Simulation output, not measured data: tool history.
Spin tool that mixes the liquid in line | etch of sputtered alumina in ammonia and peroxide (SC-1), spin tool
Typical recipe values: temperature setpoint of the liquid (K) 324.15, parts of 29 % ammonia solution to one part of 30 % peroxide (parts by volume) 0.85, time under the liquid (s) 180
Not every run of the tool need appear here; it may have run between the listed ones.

run,hour,temperature setpoint of the liquid (K),parts of 29 % ammonia solution to one part of 30 % peroxide (parts by volume),time under the liquid (s),wafers since the last listed run,hours since the thermometer was replaced,hours since the ammonia flow meter was replaced,hours since the heated supply line was repaired,hours since the drum of ammonia solution was connected,hours since the gauge calibration,"read-back film thickness of the sputtered alumina reference wafer, read on the same gauge (nm)",thickness taken off the sputtered alumina on a monitor wafer (nm)
1,0.0,324.15,0.85,180,0,1374.5,360.4,1102.4,655.1,2272.8,116.32,7.26
2,55.2,324.15,0.85,180,433,1429.7,415.6,1157.6,710.3,2328.0,116.30,7.17
3,151.2,324.15,0.85,180,754,1525.7,511.6,1253.6,806.3,2424.0,116.19,7.15
# hour 198.0: ammonia flow meter replaced
4,258.6,324.15,0.85,180,836,1633.1,60.6,1361.0,913.7,2531.4,116.11,7.10
5,329.0,324.15,0.85,180,553,1703.5,131.0,1431.4,984.1,2601.8,116.06,7.11
6,389.1,324.15,0.85,180,472,1763.6,191.1,1491.5,1044.2,2661.9,116.04,7.12
# hour 438.0: gauge calibrated
# hour 463.0: heated supply line repaired
7,496.8,324.15,0.85,180,838,1871.3,298.8,33.8,1151.9,58.8,129.28,8.10
# hour 505.7: new drum of ammonia solution connected
8,557.0,324.15,0.85,180,465,1931.5,359.0,94.0,51.3,119.0,128.36,7.94
# hour 620.8: thermometer replaced
9,629.0,324.15,0.85,180,557,8.2,431.0,166.0,123.3,191.0,127.42,7.80
10,711.0,324.15,0.85,180,644,90.2,513.0,248.0,205.3,273.0,126.40,7.75
11,753.4,324.15,0.85,125,333,132.6,555.4,290.4,247.7,315.4,125.94,5.31
12,799.0,324.15,1.15,270,358,178.2,601.0,336.0,293.3,361.0,125.43,11.84
# hour 802.0: ammonia flow meter replaced
13,844.7,324.15,0.85,180,351,223.9,42.7,381.7,339.0,406.7,124.99,7.69
14,1032.3,319.65,0.85,180,1474,411.5,230.3,569.3,526.6,594.3,123.29,5.99
15,1086.9,324.15,0.85,250,429,466.1,284.9,623.9,581.2,648.9,122.88,10.65
16,1136.7,324.15,0.85,180,391,515.9,334.7,673.7,631.0,698.7,122.53,7.54
17,1264.5,324.15,0.85,180,1004,643.7,462.5,801.5,758.8,826.5,121.72,7.44
18,1314.9,324.15,0.85,180,396,694.1,512.9,851.9,809.2,876.9,121.42,7.43
# hour 1332.2: ammonia flow meter replaced
19,1405.6,324.15,1.00,180,704,784.8,73.4,942.6,899.9,967.6,120.94,7.60
20,1509.2,324.15,1.20,180,814,888.4,177.0,1046.2,1003.5,1071.2,120.49,7.82
# hour 1578.7: new drum of ammonia solution connected
21,1584.7,333.15,0.85,180,585,963.9,252.5,1121.7,6.0,1146.7,120.15,11.74
22,1672.3,330.65,0.75,125,688,1051.5,340.1,1209.3,93.6,1234.3,119.86,7.14
23,1738.1,324.15,0.85,100,517,1117.3,405.9,1275.1,159.4,1300.1,119.60,4.06
24,1796.8,324.15,0.85,180,461,1176.0,464.6,1333.8,218.1,1358.8,119.38,7.36
# hour 1823.1: ammonia flow meter replaced
25,1877.7,318.15,0.85,150,627,1256.9,54.6,1414.7,299.0,1439.7,119.19,4.38

3 ways to go on from here, each from the tool as it stands after run 25. What would each give?
A,1878.2,321.15,0.85,180,3,1257.4,55.1,1415.2,299.5,1440.2,?,?
B,1878.2,316.15,1.10,180,3,1257.4,55.1,1415.2,299.5,1440.2,?,?
C,1878.2,324.15,0.85,120,3,1257.4,55.1,1415.2,299.5,1440.2,?,?

run,"read-back film thickness of the sputtered alumina reference wafer, read on the same gauge (nm)",thickness taken off the sputtered alumina on a monitor wafer (nm)
A,119.17,6.21
B,119.17,4.80
C,119.17,4.89
With no hidden state in the tool, these same runs would have given:
run,thickness taken off the sputtered alumina on a monitor wafer (nm)
A,6.78
B,5.23
C,5.33

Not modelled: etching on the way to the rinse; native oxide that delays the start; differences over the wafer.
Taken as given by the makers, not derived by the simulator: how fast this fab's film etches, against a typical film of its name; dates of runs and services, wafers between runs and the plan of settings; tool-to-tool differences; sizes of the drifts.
